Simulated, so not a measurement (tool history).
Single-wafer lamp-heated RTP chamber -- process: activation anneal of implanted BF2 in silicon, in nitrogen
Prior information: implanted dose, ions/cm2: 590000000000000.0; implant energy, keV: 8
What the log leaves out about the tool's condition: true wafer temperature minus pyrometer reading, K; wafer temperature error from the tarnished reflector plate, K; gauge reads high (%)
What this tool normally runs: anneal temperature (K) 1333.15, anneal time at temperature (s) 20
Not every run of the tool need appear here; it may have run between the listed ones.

run,hour,anneal temperature (K),anneal time at temperature (s),wafers since the last listed run,wafers since the last pyrometer calibration,wafers since the reflector plate was cleaned,hours since the gauge calibration,"read-back reference wafer on the same gauge, sheet resistance",sheet resistance of the implanted and annealed layer (ohm/square)
1,0,1333.15,20,0,1204,7696,247.2,217.98,241.05
2,15.9,1333.15,20,220,1425,7917,263.1,218.24,238.56
3,26.6,1333.15,20,148,1574,8065,273.8,217.88,238.95
4,34,1333.15,20,102,1677,8168,281.2,217.94,239.5
5,43.2,1333.15,20,127,1804,8296,290.4,217.95,237.82
6,54,1333.15,20,150,1954,8446,301.2,218.14,237.9
7,69.6,1344.15,20,216,2171,8663,316.8,218.11,230.7
8,78.8,1344.15,20,127,2299,8790,326,218.14,228.84
9,85,1344.15,20,86,2385,8876,332.2,218.05,228.52
10,100.3,1333.15,11,212,2598,9089,347.5,217.98,262.01
11,115.3,1333.15,11,208,2806,9297,362.5,218.08,260.91
12,130.6,1333.15,11,212,3019,9510,377.8,218.04,259.09
# hour 145.9: reflector plate cleaned
13,146.4,1333.15,20,108,3127,7,393.6,217.86,241.41
# hour 150.7: gauge calibrated
14,152.8,1322.15,20,88,3216,96,2.1,218.13,252.67
15,159.1,1322.15,20,87,3303,183,8.4,217.87,255.35
# hour 178.4: pyrometer window cleaned and pyrometer calibrated
16,178.9,1359.15,20,163,6,347,28.2,218.19,223.13
17,180.6,1333.15,20,23,30,371,29.9,217.96,243.64
18,193.8,1322.15,20,183,213,554,43.1,217.91,254.17
19,211.2,1314.15,23,241,455,796,60.5,217.96,258.15
20,219.1,1333.15,20,109,565,906,68.4,217.91,239.69
21,231,1346.15,13,165,730,1071,80.3,218.06,243.61
22,271.6,1323.15,24,563,1294,1635,120.9,218.04,245.66
23,289.2,1363.15,10,244,1538,1879,138.5,217.83,232.01
24,303.9,1333.15,20,204,1742,2084,153.2,217.93,241.41
25,316.5,1333.15,20,175,1918,2259,165.8,217.85,240.74
26,324.4,1361.15,26,109,2027,2368,173.7,218.22,217.13
27,339.3,1333.15,29,206,2234,2575,188.6,218.26,227.63
28,378.2,1314.15,15,540,2775,3116,227.5,218,274.7
29,385.7,1333.15,20,104,2879,3220,235,218.19,241.52
30,399.4,1333.15,31,190,3069,3410,248.7,217.81,228.4
31,406.4,1306.15,25,97,3166,3507,255.7,218.17,265.78

Exercise: give the hidden state of the tool at every run:
true wafer temperature minus pyrometer reading, K: 0 in every run
gauge reads high (%): 0 in every run
H1: wafer temperature error from the tarnished reflector plate, K
run,H1
1,4.56
2,4.8
3,4.96
4,5.07
5,5.22
6,5.39
7,5.64
8,5.79
9,5.89
10,6.15
11,6.41
12,6.69
13,2
14,2
15,2
16,2.01
17,2.02
18,2.03
19,2.06
20,2.07
21,2.09
22,2.2
23,2.27
24,2.32
25,2.38
26,2.41
27,2.49
28,2.7
29,2.75
30,2.83
31,2.88
